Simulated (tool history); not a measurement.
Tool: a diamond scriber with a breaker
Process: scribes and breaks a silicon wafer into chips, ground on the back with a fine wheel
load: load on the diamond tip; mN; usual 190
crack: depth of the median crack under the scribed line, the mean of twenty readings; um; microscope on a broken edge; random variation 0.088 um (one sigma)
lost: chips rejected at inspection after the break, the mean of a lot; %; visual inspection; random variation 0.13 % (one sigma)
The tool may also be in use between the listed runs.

run,day,load,wafers since the last listed run,hours since the diamond tip was replaced,hours since the load on the tip was calibrated,"incoming depth of the damage left on the back of the incoming wafer, um",crack,lost
1,0.000,190,0,221.4,758.8,2.20,8.04,3.80
2,1.988,145,107,269.1,806.5,2.55,6.45,14.91
3,4.542,145,138,330.4,867.8,2.45,6.40,13.46
4,7.533,162,162,402.2,939.6,1.92,7.03,6.05
5,10.300,190,150,468.6,1006.0,1.97,7.99,2.89
# day 12.333: diamond tip replaced by a new one
6,13.233,190,154,21.6,1076.4,2.01,8.40,3.01
7,16.117,190,156,90.8,1145.6,1.96,8.32,2.86
8,18.088,190,107,138.1,1192.9,1.52,8.57,2.46
9,20.588,190,135,198.1,1252.9,1.93,8.70,2.85
10,22.212,165,88,237.1,1291.9,2.26,7.70,4.61
11,23.921,215,92,278.1,1332.9,1.82,9.34,4.71
# day 24.938: load on the tip recalibrated
12,25.338,164,72,312.1,9.6,1.72,7.23,4.55
13,26.375,150,56,337.0,34.5,2.68,6.81,11.68
14,27.788,168,76,370.9,68.4,2.28,7.33,5.89
15,29.596,228,98,414.3,111.8,2.05,9.26,4.77
# day 31.267: diamond tip replaced by a new one
16,31.288,190,87,0.5,152.4,1.94,8.20,2.87
17,34.042,227,149,66.6,218.5,2.77,9.36,6.45
18,35.471,190,77,100.9,252.8,2.07,8.24,3.09
19,36.983,149,82,137.2,289.1,1.67,6.88,7.17

Hidden state at the last listed run before each entry between runs and at the first one after, where it differs:
Between runs 5 and 6: diamond tip replaced by a new one (day 12.333)
  share of the diamond tip's cutting effectiveness lost through wear, %: 6.23 -> 0.234; deviation of the load on the tip from its setpoint, %: 2.34 -> 3.46
  measured less the result without the state, crack: -0.21 -> +0.20 um; lost: +0.16 -> -0.02 %
Between runs 11 and 12: load on the tip recalibrated (day 24.938)
  share of the diamond tip's cutting effectiveness lost through wear, %: 2.25 -> 2.78; deviation of the load on the tip from its setpoint, %: 8.16 -> 2.15
  measured less the result without the state, crack: +0.40 -> -0.02 um; lost: +1.22 -> +0.08 %
Between runs 15 and 16: diamond tip replaced by a new one (day 31.267)
  share of the diamond tip's cutting effectiveness lost through wear, %: 4.73 -> 1.01; deviation of the load on the tip from its setpoint, %: 2.24 -> 2.32
  measured less the result without the state, crack: -0.15 -> +0.08 um; lost: -0.48 -> -0.03 %
